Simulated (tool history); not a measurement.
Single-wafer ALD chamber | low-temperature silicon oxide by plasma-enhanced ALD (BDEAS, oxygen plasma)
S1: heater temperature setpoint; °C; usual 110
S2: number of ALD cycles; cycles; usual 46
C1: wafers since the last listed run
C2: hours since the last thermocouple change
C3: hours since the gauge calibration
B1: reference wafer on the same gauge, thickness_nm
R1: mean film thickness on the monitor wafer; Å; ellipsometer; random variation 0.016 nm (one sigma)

run	hour	S1	S2	C1	C2	C3	B1	R1
1	0	110	46	0	1223.2	137	7.208	65.35
2	73.8	110	46	350	1297	210.8	7.216	65.11
# hour 132.7: thermocouple changed; heater temperature recalibrated
3	136.8	110	46	261	4.1	273.8	7.209	65.87
4	234	110	46	461	101.3	371	7.214	65.64
5	273.7	110	46	188	141	410.7	7.205	65.9
6	349.7	110	46	360	217	486.7	7.213	65.79
7	393	110	51	205	260.3	530	7.216	73.06
8	438.4	110	51	215	305.7	575.4	7.199	72.98
9	490.5	122	43	247	357.8	627.5	7.218	60.16
10	561.2	110	46	335	428.5	698.2	7.211	65.8
11	628.1	110	46	317	495.4	765.1	7.209	65.74
12	685.2	110	46	271	552.5	822.2	7.216	65.74
13	744.3	122	40	280	611.6	881.3	7.208	55.91
14	810.6	122	40	314	677.9	947.6	7.211	55.98
15	865.7	110	46	261	733	1002.7	7.211	65.58
16	968.2	115	52	486	835.5	1105.2	7.217	73.52
17	1048.8	110	46	382	916.1	1185.8	7.204	65.31
18	1121.9	110	46	347	989.2	1258.9	7.205	65.23
19	1216.2	120	52	447	1083.5	1353.2	7.21	72.21
20	1267.5	121	50	243	1134.8	1404.5	7.211	69.63
# hour 1304.5: gauge calibrated
21	1311.9	102	42	210	1179.2	7.4	7.214	60.25
# hour 1320.5: thermocouple changed; heater temperature recalibrated
22	1350.4	117	46	144	29.9	45.9	7.202	65.11
23	1425.1	110	46	354	104.6	120.6	7.222	65.88
24	1500.2	118	37	356	179.7	195.7	7.213	52.15
25	1587.4	122	55	414	266.9	282.9	7.211	76.96
26	1680	110	46	439	359.5	375.5	7.208	66.01
27	1779.3	99	49	471	458.8	474.8	7.204	71.48
28	1821.4	101	49	199	500.9	516.9	7.204	71.11
29	1924.4	102	51	489	603.9	619.9	7.217	73.61
30	1980.2	110	46	265	659.7	675.7	7.209	65.36

Forecast each of these 4 alternatives for the next run:
A	1980.7	110	40	2	660.2	676.2	?	?
B	1980.7	124	53	2	660.2	676.2	?	?
C	1980.7	102	54	2	660.2	676.2	?	?
D	1980.7	106	52	2	660.2	676.2	?	?

run	B1	R1
A	7.203	57.2
B	7.203	74.07
C	7.203	78.23
D	7.203	74.85
Without the tool's hidden state the same runs would have given:
run	R1
A	57.34
B	74.25
C	78.41
D	75.02

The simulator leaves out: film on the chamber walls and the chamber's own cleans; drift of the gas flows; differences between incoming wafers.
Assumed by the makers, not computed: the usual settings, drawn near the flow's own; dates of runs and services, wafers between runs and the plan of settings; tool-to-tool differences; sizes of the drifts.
